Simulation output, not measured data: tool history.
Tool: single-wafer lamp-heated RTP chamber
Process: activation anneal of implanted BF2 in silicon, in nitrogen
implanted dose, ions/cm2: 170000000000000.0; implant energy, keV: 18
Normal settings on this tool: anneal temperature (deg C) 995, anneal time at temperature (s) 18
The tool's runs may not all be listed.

| run | hour | anneal temperature (deg C) | anneal time at temperature (s) | wafers since the last listed run | wafers since the last pyrometer calibration | wafers since the reflector plate was cleaned | hours since the gauge calibration | read-back reference wafer on the same gauge, sheet resistance | sheet resistance of the implanted and annealed layer (ohm/square) |
|---|---|---|---|---|---|---|---|---|---|
| 1 | 0.0 | 980 | 13 | 0 | 3951 | 4128 | 167.1 | 559.08 | 624.55 |
| 2 | 14.4 | 995 | 18 | 190 | 4142 | 4318 | 181.5 | 559.07 | 617.42 |
| 3 | 28.5 | 995 | 18 | 186 | 4329 | 4505 | 195.6 | 559.18 | 619.29 |
| 4 | 37.7 | 995 | 14 | 121 | 4451 | 4627 | 204.8 | 559.20 | 619.11 |
| 5 | 54.2 | 995 | 14 | 218 | 4669 | 4846 | 221.3 | 559.14 | 621.56 |
| 6 | 73.4 | 1015 | 18 | 254 | 4924 | 5101 | 240.5 | 558.92 | 616.32 |
| 7 | 91.3 | 1015 | 18 | 237 | 5161 | 5338 | 258.4 | 559.12 | 615.86 |
| 8 | 100.1 | 995 | 18 | 116 | 5278 | 5454 | 267.2 | 558.94 | 616.61 |
|  | 109.1 | gauge calibrated |
| 9 | 109.8 | 995 | 18 | 128 | 5406 | 5583 | 0.7 | 559.02 | 619.21 |
|  | 130.3 | pyrometer window cleaned and pyrometer calibrated |
|  | 138.5 | reflector plate cleaned |
| 10 | 139.0 | 1022 | 23 | 174 | 9 | 6 | 29.9 | 559.05 | 614.23 |
| 11 | 139.4 | 995 | 11 | 5 | 15 | 11 | 30.3 | 558.93 | 621.41 |
| 12 | 145.2 | 995 | 15 | 76 | 91 | 88 | 36.1 | 558.80 | 618.80 |
| 13 | 162.7 | 971 | 13 | 231 | 323 | 320 | 53.6 | 559.13 | 629.51 |
| 14 | 175.6 | 995 | 14 | 170 | 494 | 491 | 66.5 | 558.97 | 620.20 |
| 15 | 184.7 | 987 | 13 | 120 | 615 | 611 | 75.6 | 559.00 | 621.37 |
| 16 | 197.3 | 995 | 18 | 167 | 782 | 778 | 88.2 | 559.12 | 618.55 |
| 17 | 212.6 | 1010 | 18 | 202 | 985 | 981 | 103.5 | 559.09 | 618.11 |
| 18 | 227.7 | 982 | 12 | 200 | 1185 | 1181 | 118.6 | 558.80 | 623.91 |

Consider 3 possible next runs. They are alternatives, not a sequence: every one starts from the tool as it was left by run 18. What does each give?
| A | 228.1 | 995 | 18 | 5 | 1190 | 1187 | 119.0 | ? | ? |
| B | 228.1 | 971 | 18 | 5 | 1190 | 1187 | 119.0 | ? | ? |
| C | 228.1 | 981 | 18 | 5 | 1190 | 1187 | 119.0 | ? | ? |

| run | read-back reference wafer on the same gauge, sheet resistance | sheet resistance of the implanted and annealed layer (ohm/square) |
|---|---|---|
| A | 559.03 | 618.58 |
| B | 559.03 | 627.13 |
| C | 559.03 | 621.99 |
With no hidden state in the tool, these same runs would have given:
| run | sheet resistance of the implanted and annealed layer (ohm/square) |
|---|---|
| A | 618.58 |
| B | 627.13 |
| C | 621.99 |

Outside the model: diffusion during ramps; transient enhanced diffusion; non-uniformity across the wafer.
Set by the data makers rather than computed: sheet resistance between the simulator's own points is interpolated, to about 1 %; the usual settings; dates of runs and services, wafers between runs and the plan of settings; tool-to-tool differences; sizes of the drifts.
